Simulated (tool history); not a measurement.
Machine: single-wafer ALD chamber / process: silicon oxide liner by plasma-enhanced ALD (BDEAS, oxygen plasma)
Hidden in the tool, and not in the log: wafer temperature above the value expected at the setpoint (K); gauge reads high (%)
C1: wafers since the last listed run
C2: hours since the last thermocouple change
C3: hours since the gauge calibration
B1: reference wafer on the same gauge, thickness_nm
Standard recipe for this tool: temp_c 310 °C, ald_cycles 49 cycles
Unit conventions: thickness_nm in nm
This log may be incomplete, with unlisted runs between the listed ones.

{"run": 1, "hour": 0.0, "temp_c": 321, "ald_cycles": 49, "C1": 0, "C2": 1723.3, "C3": 18.3, "B1": 4.041, "thickness_nm": 4.201}
{"run": 2, "hour": 13.4, "temp_c": 321, "ald_cycles": 49, "C1": 99, "C2": 1736.7, "C3": 31.7, "B1": 4.038, "thickness_nm": 4.198}
{"run": 3, "hour": 21.0, "temp_c": 321, "ald_cycles": 49, "C1": 56, "C2": 1744.3, "C3": 39.3, "B1": 4.043, "thickness_nm": 4.189}
{"run": 4, "hour": 34.5, "temp_c": 310, "ald_cycles": 49, "C1": 100, "C2": 1757.8, "C3": 52.8, "B1": 4.039, "thickness_nm": 4.26}
{"run": 5, "hour": 49.4, "temp_c": 310, "ald_cycles": 49, "C1": 110, "C2": 1772.7, "C3": 67.7, "B1": 4.04, "thickness_nm": 4.265}
{"run": 6, "hour": 65.8, "temp_c": 310, "ald_cycles": 49, "C1": 121, "C2": 1789.1, "C3": 84.1, "B1": 4.039, "thickness_nm": 4.245}
{"run": 7, "hour": 81.6, "temp_c": 310, "ald_cycles": 49, "C1": 117, "C2": 1804.9, "C3": 99.9, "B1": 4.041, "thickness_nm": 4.264}
{"run": 8, "hour": 99.4, "temp_c": 310, "ald_cycles": 49, "C1": 131, "C2": 1822.7, "C3": 117.7, "B1": 4.039, "thickness_nm": 4.255}
{"hour": 108.2, "done": "thermocouple changed; heater temperature recalibrated"}
{"run": 9, "hour": 116.4, "temp_c": 310, "ald_cycles": 49, "C1": 66, "C2": 8.2, "C3": 134.7, "B1": 4.042, "thickness_nm": 4.262}
{"run": 10, "hour": 125.7, "temp_c": 310, "ald_cycles": 49, "C1": 68, "C2": 17.5, "C3": 144, "B1": 4.038, "thickness_nm": 4.247}
{"run": 11, "hour": 132.8, "temp_c": 310, "ald_cycles": 49, "C1": 52, "C2": 24.6, "C3": 151.1, "B1": 4.041, "thickness_nm": 4.25}
{"run": 12, "hour": 139.5, "temp_c": 310, "ald_cycles": 49, "C1": 49, "C2": 31.3, "C3": 157.8, "B1": 4.04, "thickness_nm": 4.254}
{"run": 13, "hour": 155.1, "temp_c": 310, "ald_cycles": 49, "C1": 115, "C2": 46.9, "C3": 173.4, "B1": 4.039, "thickness_nm": 4.262}
{"run": 14, "hour": 166.6, "temp_c": 316, "ald_cycles": 52, "C1": 85, "C2": 58.4, "C3": 184.9, "B1": 4.041, "thickness_nm": 4.471}
{"run": 15, "hour": 175.3, "temp_c": 310, "ald_cycles": 49, "C1": 64, "C2": 67.1, "C3": 193.6, "B1": 4.036, "thickness_nm": 4.241}
{"run": 16, "hour": 183.5, "temp_c": 316, "ald_cycles": 43, "C1": 60, "C2": 75.3, "C3": 201.8, "B1": 4.043, "thickness_nm": 3.713}
{"run": 17, "hour": 191.8, "temp_c": 300, "ald_cycles": 49, "C1": 61, "C2": 83.6, "C3": 210.1, "B1": 4.038, "thickness_nm": 4.315}
{"run": 18, "hour": 198.9, "temp_c": 310, "ald_cycles": 49, "C1": 52, "C2": 90.7, "C3": 217.2, "B1": 4.044, "thickness_nm": 4.246}
{"run": 19, "hour": 209.3, "temp_c": 322, "ald_cycles": 49, "C1": 77, "C2": 101.1, "C3": 227.6, "B1": 4.039, "thickness_nm": 4.206}
{"run": 20, "hour": 227.2, "temp_c": 303, "ald_cycles": 57, "C1": 132, "C2": 119, "C3": 245.5, "B1": 4.038, "thickness_nm": 4.989}
{"run": 21, "hour": 244.3, "temp_c": 304, "ald_cycles": 41, "C1": 126, "C2": 136.1, "C3": 262.6, "B1": 4.044, "thickness_nm": 3.591}
{"run": 22, "hour": 252.1, "temp_c": 310, "ald_cycles": 49, "C1": 57, "C2": 143.9, "C3": 270.4, "B1": 4.04, "thickness_nm": 4.269}
{"hour": 260.2, "done": "gauge calibrated"}
{"run": 23, "hour": 264.5, "temp_c": 306, "ald_cycles": 41, "C1": 91, "C2": 156.3, "C3": 4.3, "B1": 4.04, "thickness_nm": 3.593}
{"run": 24, "hour": 271.9, "temp_c": 302, "ald_cycles": 49, "C1": 54, "C2": 163.7, "C3": 11.7, "B1": 4.042, "thickness_nm": 4.279}
{"run": 25, "hour": 287.9, "temp_c": 310, "ald_cycles": 49, "C1": 118, "C2": 179.7, "C3": 27.7, "B1": 4.036, "thickness_nm": 4.252}
{"run": 26, "hour": 300.3, "temp_c": 301, "ald_cycles": 55, "C1": 91, "C2": 192.1, "C3": 40.1, "B1": 4.036, "thickness_nm": 4.829}
{"run": 27, "hour": 343.0, "temp_c": 310, "ald_cycles": 49, "C1": 316, "C2": 234.8, "C3": 82.8, "B1": 4.039, "thickness_nm": 4.255}
{"run": 28, "hour": 349.7, "temp_c": 322, "ald_cycles": 44, "C1": 49, "C2": 241.5, "C3": 89.5, "B1": 4.037, "thickness_nm": 3.753}

3 options for the next run, each taken on its own from the tool as it stands now. Forecast them:
{"run": "A", "hour": 350.2, "temp_c": 310, "ald_cycles": 43, "C1": 3, "C2": 242, "C3": 90, "B1": "?", "thickness_nm": "?"}
{"run": "B", "hour": 350.2, "temp_c": 316, "ald_cycles": 46, "C1": 3, "C2": 242, "C3": 90, "B1": "?", "thickness_nm": "?"}
{"run": "C", "hour": 350.2, "temp_c": 306, "ald_cycles": 49, "C1": 3, "C2": 242, "C3": 90, "B1": "?", "thickness_nm": "?"}

run=A B1=4.038 thickness_nm=3.729
run=B B1=4.038 thickness_nm=3.96
run=C B1=4.038 thickness_nm=4.271
The same runs, with their run-to-run variation unchanged, on a tool lacking any hidden condition would have given:
run=A thickness_nm=3.729
run=B thickness_nm=3.96
run=C thickness_nm=4.271
